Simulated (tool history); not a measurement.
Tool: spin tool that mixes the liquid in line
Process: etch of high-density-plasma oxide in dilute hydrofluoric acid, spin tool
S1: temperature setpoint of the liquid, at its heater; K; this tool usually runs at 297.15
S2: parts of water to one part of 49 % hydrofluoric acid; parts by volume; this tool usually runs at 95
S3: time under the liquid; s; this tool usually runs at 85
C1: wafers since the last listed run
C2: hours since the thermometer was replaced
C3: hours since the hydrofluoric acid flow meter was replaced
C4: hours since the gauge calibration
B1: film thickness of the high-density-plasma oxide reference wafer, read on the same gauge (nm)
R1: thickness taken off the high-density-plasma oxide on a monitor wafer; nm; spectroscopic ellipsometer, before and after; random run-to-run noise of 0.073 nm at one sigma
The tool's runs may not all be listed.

{"run": 1, "hour": 0.0, "S1": 297.15, "S2": 65, "S3": 85, "C1": 0, "C2": 611.2, "C3": 698, "C4": 795.3, "B1": 131.05, "R1": 10.8}
{"run": 2, "hour": 53.9, "S1": 297.15, "S2": 65, "S3": 85, "C1": 397, "C2": 665.1, "C3": 751.9, "C4": 849.2, "B1": 130.87, "R1": 11.24}
{"run": 3, "hour": 210.6, "S1": 297.15, "S2": 95, "S3": 85, "C1": 1155, "C2": 821.8, "C3": 908.6, "C4": 1005.9, "B1": 130.25, "R1": 7.23}
{"run": 4, "hour": 256.8, "S1": 297.15, "S2": 95, "S3": 85, "C1": 340, "C2": 868, "C3": 954.8, "C4": 1052.1, "B1": 130.16, "R1": 7.19}
{"run": 5, "hour": 331.6, "S1": 297.15, "S2": 95, "S3": 85, "C1": 551, "C2": 942.8, "C3": 1029.6, "C4": 1126.9, "B1": 129.92, "R1": 7.26}
{"run": 6, "hour": 434.7, "S1": 297.15, "S2": 95, "S3": 85, "C1": 759, "C2": 1045.9, "C3": 1132.7, "C4": 1230, "B1": 129.67, "R1": 7.33}
{"run": 7, "hour": 597.2, "S1": 297.15, "S2": 95, "S3": 85, "C1": 1197, "C2": 1208.4, "C3": 1295.2, "C4": 1392.5, "B1": 129.4, "R1": 7.06}
{"run": 8, "hour": 663.8, "S1": 298.65, "S2": 95, "S3": 85, "C1": 490, "C2": 1275, "C3": 1361.8, "C4": 1459.1, "B1": 129.24, "R1": 7.56}
{"run": 9, "hour": 721.1, "S1": 298.65, "S2": 95, "S3": 85, "C1": 422, "C2": 1332.3, "C3": 1419.1, "C4": 1516.4, "B1": 129.2, "R1": 7.52}
{"run": 10, "hour": 781.1, "S1": 297.15, "S2": 95, "S3": 85, "C1": 442, "C2": 1392.3, "C3": 1479.1, "C4": 1576.4, "B1": 129.17, "R1": 7.24}
{"run": 11, "hour": 867.4, "S1": 300.65, "S2": 95, "S3": 85, "C1": 636, "C2": 1478.6, "C3": 1565.4, "C4": 1662.7, "B1": 129.03, "R1": 8.32}
{"run": 12, "hour": 923.6, "S1": 292.15, "S2": 120, "S3": 85, "C1": 414, "C2": 1534.8, "C3": 1621.6, "C4": 1718.9, "B1": 128.97, "R1": 4.52}
{"run": 13, "hour": 969.8, "S1": 297.15, "S2": 50, "S3": 85, "C1": 340, "C2": 1581, "C3": 1667.8, "C4": 1765.1, "B1": 128.91, "R1": 14.35}
{"hour": 998.3, "done": "thermometer replaced"}
{"run": 14, "hour": 1064.8, "S1": 299.65, "S2": 120, "S3": 85, "C1": 692, "C2": 66.5, "C3": 1762.8, "C4": 1860.1, "B1": 128.86, "R1": 6.05}
{"hour": 1086.5, "done": "hydrofluoric acid flow meter replaced"}
{"run": 15, "hour": 1103.8, "S1": 294.15, "S2": 65, "S3": 130, "C1": 280, "C2": 105.5, "C3": 17.3, "C4": 1899.1, "B1": 128.78, "R1": 14.65}
{"hour": 1179.0, "done": "gauge calibrated"}
{"run": 16, "hour": 1197.1, "S1": 297.15, "S2": 125, "S3": 130, "C1": 687, "C2": 198.8, "C3": 110.6, "C4": 18.1, "B1": 139.3, "R1": 8.67}
{"run": 17, "hour": 1248.1, "S1": 297.15, "S2": 65, "S3": 85, "C1": 375, "C2": 249.8, "C3": 161.6, "C4": 69.1, "B1": 138.51, "R1": 11.7}
{"run": 18, "hour": 1329.7, "S1": 297.15, "S2": 110, "S3": 100, "C1": 601, "C2": 331.4, "C3": 243.2, "C4": 150.7, "B1": 137.3, "R1": 7.69}
{"run": 19, "hour": 1414.3, "S1": 297.15, "S2": 95, "S3": 105, "C1": 623, "C2": 416, "C3": 327.8, "C4": 235.3, "B1": 136.19, "R1": 9.34}
{"run": 20, "hour": 1487.6, "S1": 297.15, "S2": 95, "S3": 85, "C1": 540, "C2": 489.3, "C3": 401.1, "C4": 308.6, "B1": 135.43, "R1": 7.4}
{"run": 21, "hour": 1573.8, "S1": 293.65, "S2": 115, "S3": 130, "C1": 635, "C2": 575.5, "C3": 487.3, "C4": 394.8, "B1": 134.57, "R1": 7.97}
{"run": 22, "hour": 1671.1, "S1": 293.65, "S2": 115, "S3": 130, "C1": 717, "C2": 672.8, "C3": 584.6, "C4": 492.1, "B1": 133.78, "R1": 7.94}

What if the next run were any one of these 3? Each begins from the tool's condition after run 22:
{"run": "A", "hour": 1671.5, "S1": 297.15, "S2": 95, "S3": 70, "C1": 2, "C2": 673.2, "C3": 585, "C4": 492.5, "B1": "?", "R1": "?"}
{"run": "B", "hour": 1671.5, "S1": 295.15, "S2": 60, "S3": 50, "C1": 2, "C2": 673.2, "C3": 585, "C4": 492.5, "B1": "?", "R1": "?"}
{"run": "C", "hour": 1671.5, "S1": 297.15, "S2": 120, "S3": 100, "C1": 2, "C2": 673.2, "C3": 585, "C4": 492.5, "B1": "?", "R1": "?"}

run=A B1=133.75 R1=6.14
run=B B1=133.75 R1=6.69
run=C B1=133.75 R1=6.74
Without the tool's unlogged condition, the same runs would have read:
run=A R1=6.43
run=B R1=7
run=C R1=7.05
